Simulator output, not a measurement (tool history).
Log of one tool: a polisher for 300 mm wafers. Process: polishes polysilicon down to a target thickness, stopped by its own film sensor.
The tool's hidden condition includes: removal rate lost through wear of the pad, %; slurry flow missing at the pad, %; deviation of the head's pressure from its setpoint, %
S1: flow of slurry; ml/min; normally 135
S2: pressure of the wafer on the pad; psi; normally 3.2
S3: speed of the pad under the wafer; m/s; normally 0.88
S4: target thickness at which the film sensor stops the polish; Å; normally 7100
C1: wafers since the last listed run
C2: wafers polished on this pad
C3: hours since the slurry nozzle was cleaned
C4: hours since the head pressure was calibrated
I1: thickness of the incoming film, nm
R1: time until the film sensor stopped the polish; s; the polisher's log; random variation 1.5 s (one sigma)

{"run": 1, "hour": 0.0, "S1": 135, "S2": 3.2, "S3": 1.02, "S4": 7100, "C1": 0, "C2": 2573, "C3": 51.3, "C4": 300.0, "I1": 1383.7, "R1": 85.6}
{"run": 2, "hour": 78.7, "S1": 135, "S2": 3.2, "S3": 0.88, "S4": 7100, "C1": 769, "C2": 3343, "C3": 130.0, "C4": 378.7, "I1": 1377.0, "R1": 97.5}
{"run": 3, "hour": 158.5, "S1": 135, "S2": 3.2, "S3": 0.88, "S4": 7100, "C1": 780, "C2": 4123, "C3": 209.8, "C4": 458.5, "I1": 1362.5, "R1": 96.7}
{"run": 4, "hour": 249.8, "S1": 135, "S2": 3.2, "S3": 0.88, "S4": 7100, "C1": 892, "C2": 5016, "C3": 301.1, "C4": 549.8, "I1": 1386.7, "R1": 101.8}
{"run": 5, "hour": 339.4, "S1": 135, "S2": 3.2, "S3": 0.88, "S4": 7100, "C1": 876, "C2": 5893, "C3": 390.7, "C4": 639.4, "I1": 1369.2, "R1": 94.8}
{"run": 6, "hour": 384.3, "S1": 135, "S2": 3.2, "S3": 0.88, "S4": 5920, "C1": 439, "C2": 6332, "C3": 435.6, "C4": 684.3, "I1": 1367.0, "R1": 112.1}
{"hour": 405.0, "done": "worn pad replaced by a new one"}
{"run": 7, "hour": 458.0, "S1": 135, "S2": 3.2, "S3": 0.88, "S4": 5920, "C1": 681, "C2": 518, "C3": 509.3, "C4": 758.0, "I1": 1356.6, "R1": 113.6}
{"hour": 493.7, "done": "slurry nozzle cleaned"}
{"run": 8, "hour": 535.9, "S1": 135, "S2": 3.2, "S3": 0.88, "S4": 5920, "C1": 752, "C2": 1270, "C3": 42.2, "C4": 835.9, "I1": 1345.9, "R1": 110.1}
{"run": 9, "hour": 639.0, "S1": 135, "S2": 3.8, "S3": 0.68, "S4": 7100, "C1": 1008, "C2": 2279, "C3": 145.3, "C4": 939.0, "I1": 1346.9, "R1": 103.1}
{"run": 10, "hour": 709.4, "S1": 135, "S2": 3.8, "S3": 0.68, "S4": 7100, "C1": 688, "C2": 2967, "C3": 215.7, "C4": 1009.4, "I1": 1370.9, "R1": 107.7}
{"run": 11, "hour": 795.3, "S1": 135, "S2": 3.8, "S3": 0.68, "S4": 7100, "C1": 840, "C2": 3807, "C3": 301.6, "C4": 1095.3, "I1": 1363.2, "R1": 101.5}
{"run": 12, "hour": 1039.5, "S1": 135, "S2": 3.2, "S3": 0.88, "S4": 5490, "C1": 2388, "C2": 6196, "C3": 545.8, "C4": 1339.5, "I1": 1348.8, "R1": 115.8}
{"hour": 1069.2, "done": "worn pad replaced by a new one"}
{"run": 13, "hour": 1125.1, "S1": 135, "S2": 3.2, "S3": 0.88, "S4": 7100, "C1": 798, "C2": 547, "C3": 631.4, "C4": 1425.1, "I1": 1350.8, "R1": 92.3}
{"hour": 1160.7, "done": "slurry nozzle cleaned"}
{"run": 14, "hour": 1214.9, "S1": 135, "S2": 3.2, "S3": 0.88, "S4": 7100, "C1": 868, "C2": 1415, "C3": 54.2, "C4": 1514.9, "I1": 1348.8, "R1": 91.3}
{"hour": 1345.2, "done": "head pressure recalibrated"}
{"run": 15, "hour": 1434.4, "S1": 135, "S2": 3.2, "S3": 0.88, "S4": 7100, "C1": 2127, "C2": 3542, "C3": 273.7, "C4": 89.2, "I1": 1375.2, "R1": 97.9}
{"run": 16, "hour": 1517.3, "S1": 135, "S2": 3.2, "S3": 0.88, "S4": 7100, "C1": 810, "C2": 4353, "C3": 356.6, "C4": 172.1, "I1": 1359.1, "R1": 95.0}
{"run": 17, "hour": 1623.9, "S1": 180, "S2": 3.2, "S3": 0.98, "S4": 8760, "C1": 1042, "C2": 5396, "C3": 463.2, "C4": 278.7, "I1": 1361.6, "R1": 60.3}
{"hour": 1699.6, "done": "worn pad replaced by a new one"}
{"run": 18, "hour": 1716.1, "S1": 135, "S2": 3.2, "S3": 1.02, "S4": 7100, "C1": 862, "C2": 161, "C3": 555.4, "C4": 370.9, "I1": 1340.4, "R1": 80.5}
{"hour": 1728.5, "done": "slurry nozzle cleaned"}
{"run": 19, "hour": 1759.8, "S1": 135, "S2": 3.2, "S3": 0.88, "S4": 7100, "C1": 417, "C2": 578, "C3": 31.3, "C4": 414.6, "I1": 1373.5, "R1": 95.6}
{"run": 20, "hour": 1849.4, "S1": 135, "S2": 2.8, "S3": 0.88, "S4": 7100, "C1": 876, "C2": 1455, "C3": 120.9, "C4": 504.2, "I1": 1339.7, "R1": 104.6}
{"run": 21, "hour": 1929.2, "S1": 135, "S2": 3.2, "S3": 0.74, "S4": 7100, "C1": 780, "C2": 2235, "C3": 200.7, "C4": 584.0, "I1": 1368.3, "R1": 117.1}
{"run": 22, "hour": 2007.3, "S1": 135, "S2": 3.2, "S3": 0.88, "S4": 7100, "C1": 763, "C2": 2999, "C3": 278.8, "C4": 662.1, "I1": 1341.5, "R1": 89.4}
{"run": 23, "hour": 2060.9, "S1": 135, "S2": 3.2, "S3": 0.88, "S4": 7100, "C1": 524, "C2": 3523, "C3": 332.4, "C4": 715.7, "I1": 1375.3, "R1": 96.7}
{"run": 24, "hour": 2105.9, "S1": 135, "S2": 3.2, "S3": 0.72, "S4": 7100, "C1": 440, "C2": 3963, "C3": 377.4, "C4": 760.7, "I1": 1378.9, "R1": 119.8}
{"hour": 2203.5, "done": "worn pad replaced by a new one"}
{"run": 25, "hour": 2206.1, "S1": 135, "S2": 3.2, "S3": 0.7, "S4": 9360, "C1": 940, "C2": 25, "C3": 477.6, "C4": 860.9, "I1": 1371.3, "R1": 81.0}
{"run": 26, "hour": 2302.5, "S1": 135, "S2": 3.2, "S3": 0.88, "S4": 7100, "C1": 942, "C2": 967, "C3": 574.0, "C4": 957.3, "I1": 1365.6, "R1": 96.1}
{"hour": 2321.6, "done": "slurry nozzle cleaned"}
{"run": 27, "hour": 2360.1, "S1": 135, "S2": 3.2, "S3": 0.88, "S4": 5080, "C1": 553, "C2": 1521, "C3": 38.5, "C4": 1014.9, "I1": 1362.2, "R1": 125.6}
{"run": 28, "hour": 2406.2, "S1": 135, "S2": 3.2, "S3": 1.02, "S4": 7100, "C1": 450, "C2": 1972, "C3": 84.6, "C4": 1061.0, "I1": 1362.0, "R1": 82.7}
{"run": 29, "hour": 2578.0, "S1": 150, "S2": 4.1, "S3": 0.88, "S4": 8790, "C1": 1680, "C2": 3652, "C3": 256.4, "C4": 1232.8, "I1": 1365.2, "R1": 56.6}
{"run": 30, "hour": 2679.0, "S1": 135, "S2": 2.9, "S3": 1.06, "S4": 5250, "C1": 987, "C2": 4640, "C3": 357.4, "C4": 1333.8, "I1": 1354.6, "R1": 115.9}
{"run": 31, "hour": 2785.3, "S1": 135, "S2": 2.8, "S3": 0.88, "S4": 7100, "C1": 1039, "C2": 5680, "C3": 463.7, "C4": 1440.1, "I1": 1343.5, "R1": 104.2}
{"hour": 2832.7, "done": "worn pad replaced by a new one"}
{"run": 32, "hour": 2846.9, "S1": 115, "S2": 2.9, "S3": 0.88, "S4": 7100, "C1": 563, "C2": 139, "C3": 525.3, "C4": 1501.7, "I1": 1352.6, "R1": 109.7}
{"hour": 2950.1, "done": "head pressure recalibrated"}
{"run": 33, "hour": 2953.1, "S1": 135, "S2": 3.6, "S3": 0.88, "S4": 5450, "C1": 1019, "C2": 1158, "C3": 631.5, "C4": 3.0, "I1": 1387.2, "R1": 107.0}

Give the tool's hidden conditions for every run:
removal rate lost through wear of the pad, %: 0 at every run
slurry flow missing at the pad, %: 0 at every run
deviation of the head's pressure from its setpoint, %: 0 at every run
